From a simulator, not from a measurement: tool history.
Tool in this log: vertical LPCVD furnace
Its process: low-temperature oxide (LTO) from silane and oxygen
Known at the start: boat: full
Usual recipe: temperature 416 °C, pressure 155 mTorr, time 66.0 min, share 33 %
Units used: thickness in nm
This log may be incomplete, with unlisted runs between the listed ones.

run,hour,temperature,pressure,time,share,wafers since the last listed run,hours since the last temperature calibration,hours since the pressure gauge was zeroed,hours since the silane flow controller was replaced,hours since the gauge calibration,"read-back reference wafer on the same gauge, thickness",thickness
1,0.0,416,155,66.0,36,0,2063.8,3045.1,4005.2,14.6,368.06,423.16
2,8.2,416,155,66.0,36,84,2072.0,3053.3,4013.4,22.8,367.78,423.95
3,26.7,416,155,66.0,35,190,2090.5,3071.8,4031.9,41.3,367.54,407.68
4,39.3,416,155,66.0,35,129,2103.1,3084.4,4044.5,53.9,368.51,408.20
5,53.2,416,155,66.0,35,142,2117.0,3098.3,4058.4,67.8,368.07,410.23
6,71.3,416,170,66.0,33,185,2135.1,3116.4,4076.5,85.9,368.19,415.31
# hour 99.9: silane flow controller replaced
7,100.4,416,170,66.0,33,52,2164.2,3145.5,0.5,115.0,368.09,414.86
8,104.8,416,155,84.0,33,31,2168.6,3149.9,4.9,119.4,367.82,481.62
# hour 127.4: thermocouples replaced and temperature profile calibrated
9,127.9,416,175,57.5,33,4,0.5,3173.0,28.0,142.5,367.87,371.02
10,132.3,416,155,66.0,33,45,4.9,3177.4,32.4,146.9,368.06,378.69
11,140.9,416,155,66.0,33,88,13.5,3186.0,41.0,155.5,367.98,379.14
12,151.7,404,120,45.5,36,110,24.3,3196.8,51.8,166.3,368.51,198.48
# hour 179.1: pressure gauge zeroed
13,179.6,409,170,66.0,33,40,52.2,0.5,79.7,194.2,367.61,385.12
14,184.0,416,135,92.0,33,45,56.6,4.9,84.1,198.6,368.06,460.70
15,197.3,424,130,89.0,33,136,69.9,18.2,97.4,211.9,367.86,465.58
# hour 200.0: gauge calibrated
16,208.2,416,155,66.0,33,111,80.8,29.1,108.3,8.2,367.78,378.27
17,214.6,416,175,83.5,33,65,87.2,35.5,114.7,14.6,368.09,539.72
18,225.3,421,140,66.0,33,109,97.9,46.2,125.4,25.3,367.73,360.37
19,239.6,407,120,80.5,33,146,112.2,60.5,139.7,39.6,367.99,323.96
20,275.8,416,155,66.0,29,371,148.4,96.7,175.9,75.8,368.19,317.69

Forecast each of these 3 alternatives for the next run:
A,280.3,416,155,66.0,33,46,152.9,101.2,180.4,80.3,?,?
B,280.3,425,135,66.0,35,46,152.9,101.2,180.4,80.3,?,?
C,280.3,416,130,66.0,33,46,152.9,101.2,180.4,80.3,?,?

run,"read-back reference wafer on the same gauge, thickness",thickness
A,367.78,378.60
B,367.78,391.93
C,367.78,317.53
With the hidden condition removed and each run's random variation left untouched, the same runs would have given:
run,thickness
A,378.60
B,391.93
C,317.53

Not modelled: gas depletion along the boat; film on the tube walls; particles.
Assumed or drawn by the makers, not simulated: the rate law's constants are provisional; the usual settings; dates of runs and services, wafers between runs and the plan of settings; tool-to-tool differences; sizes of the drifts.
